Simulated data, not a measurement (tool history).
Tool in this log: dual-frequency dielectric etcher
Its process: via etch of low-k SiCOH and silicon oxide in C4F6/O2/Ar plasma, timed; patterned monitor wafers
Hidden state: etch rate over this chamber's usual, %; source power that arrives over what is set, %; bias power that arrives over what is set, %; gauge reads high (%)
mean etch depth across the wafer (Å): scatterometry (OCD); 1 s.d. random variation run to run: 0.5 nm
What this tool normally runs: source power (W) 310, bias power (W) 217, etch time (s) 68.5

run   hour  source power (W)  bias power (W)  etch time (s)  wafers since the last listed run  hours since the last wet clean  hours since the last source power generator calibration  hours since the last bias power generator calibration  hours since the last upper electrode change  hours since the gauge calibration  read-back reference wafer on the same gauge, depth_nm  mean etch depth across the wafer (Å)
  1    0.0               310             217           68.5                                 0                           382.8                                                   1361.8                                                 2810.3                                       2471.3                              977.5                                                  177.9                                  1818
  2   12.4               310             217           68.5                               129                           395.2                                                   1374.2                                                 2822.7                                       2483.7                              989.9                                                  178.1                                  1820
  3   36.5               310             217           78.0                               251                           419.3                                                   1398.3                                                 2846.8                                       2507.8                             1014.0                                                  178.1                                  2085
  4   49.5               310             217           78.0                               135                           432.3                                                   1411.3                                                 2859.8                                       2520.8                             1027.0                                                  178.0                                  2078
  5   65.8               310             217           68.5                               169                           448.6                                                   1427.6                                                 2876.1                                       2537.1                             1043.3                                                  178.1                                  1826
  6   81.3               310             217           79.5                               161                           464.1                                                   1443.1                                                 2891.6                                       2552.6                             1058.8                                                  178.2                                  2124
  7  103.5               310             217           68.5                               231                           486.3                                                   1465.3                                                 2913.8                                       2574.8                             1081.0                                                  177.8                                  1843
  8  130.0               310             217           68.5                               276                           512.8                                                   1491.8                                                 2940.3                                       2601.3                             1107.5                                                  177.8                                  1836
  9  158.6               380             179           59.0                               297                           541.4                                                   1520.4                                                 2968.9                                       2629.9                             1136.1                                                  178.1                                  1628
     161.5  -- gauge calibrated
 10  184.8               310             166           79.0                               272                           567.6                                                   1546.6                                                 2995.1                                       2656.1                               23.3                                                  178.0                                  1975
     189.8  -- bias power generator calibrated
 11  209.9               360             262           88.0                               219                           592.7                                                   1571.7                                                   20.1                                       2681.2                               48.4                                                  178.2                                  2667
 12  233.2               240             202           62.5                               242                           616.0                                                   1595.0                                                   43.4                                       2704.5                               71.7                                                  177.9                                  1492
     276.4  -- wet clean of the chamber
 13  276.9               330             166           63.0                               205                             0.5                                                   1638.7                                                   87.1                                       2748.2                              115.4                                                  177.9                                  1583
 14  281.0               310             239           78.5                                42                             4.6                                                   1642.8                                                   91.2                                       2752.3                              119.5                                                  178.1                                  2138
 15  306.1               310             217           68.5                               261                            29.7                                                   1667.9                                                  116.3                                       2777.4                              144.6                                                  177.9                                  1818
     336.7  -- upper electrode replaced
 16  337.2               310             217           68.5                                73                            60.8                                                   1699.0                                                  147.4                                          0.5                              175.7                                                  177.9                                  1827
 17  347.9               310             217           68.5                               111                            71.5                                                   1709.7                                                  158.1                                         11.2                              186.4                                                  177.8                                  1824
 18  383.2               310             217           68.5                               367                           106.8                                                   1745.0                                                  193.4                                         46.5                              221.7                                                  177.9                                  1823
     395.0  -- source power generator calibrated
 19  415.8               310             181           68.5                               297                           139.4                                                     20.8                                                  226.0                                         79.1                              254.3                                                  178.0                                  1699
 20  430.7               310             217           68.5                               155                           154.3                                                     35.7                                                  240.9                                         94.0                              269.2                                                  178.1                                  1796
 21  458.2               270             263           68.5                               286                           181.8                                                     63.2                                                  268.4                                        121.5                              296.7                                                  178.2                                  1811
 22  487.3               350             178           51.5                               303                           210.9                                                     92.3                                                  297.5                                        150.6                              325.8                                                  178.0                                  1342
 23  520.7               240             194           54.5                               347                           244.3                                                    125.7                                                  330.9                                        184.0                              359.2                                                  178.0                                  1261
 24  535.0               310             232           86.5                               148                           258.6                                                    140.0                                                  345.2                                        198.3                              373.5                                                  178.0                                  2336
 25  563.9               310             186           68.5                               301                           287.5                                                    168.9                                                  374.1                                        227.2                              402.4                                                  178.0                                  1734
 26  592.6               280             177           84.0                               299                           316.2                                                    197.6                                                  402.8                                        255.9                              431.1                                                  178.3                                  2019
 27  605.7               310             181           68.5                               136                           329.3                                                    210.7                                                  415.9                                        269.0                              444.2                                                  177.9                                  1722
 28  625.8               380             203           59.5                               209                           349.4                                                    230.8                                                  436.0                                        289.1                              464.3                                                  177.8                                  1678
 29  655.6               310             181           68.5                               310                           379.2                                                    260.6                                                  465.8                                        318.9                              494.1                                                  177.9                                  1723

Each row is a separate what-if for the run after 29, all from the same tool condition, not one after another. Results?
  A  656.0               330             217           68.5                                 4                           379.6                                                    261.0                                                  466.2                                        319.3                              494.5                                                      ?                                     ?
  B  656.0               390             217           68.5                                 4                           379.6                                                    261.0                                                  466.2                                        319.3                              494.5                                                      ?                                     ?
  C  656.0               230             201           76.0                                 4                           379.6                                                    261.0                                                  466.2                                        319.3                              494.5                                                      ?                                     ?
  D  656.0               250             173           51.0                                 4                           379.6                                                    261.0                                                  466.2                                        319.3                              494.5                                                      ?                                     ?
  E  656.0               310             195           59.0                                 4                           379.6                                                    261.0                                                  466.2                                        319.3                              494.5                                                      ?                                     ?

run  read-back reference wafer on the same gauge, depth_nm  mean etch depth across the wafer (Å)
  A                                                  178.1                                  1866
  B                                                  178.1                                  1995
  C                                                  178.1                                  1750
  D                                                  178.1                                  1163
  E                                                  178.1                                  1519
Stripped of hidden state, with their random variation kept, the same runs would have yielded:
run  mean etch depth across the wafer (Å)
  A                                  1818
  B                                  1944
  C                                  1705
  D                                  1133
  E                                  1480
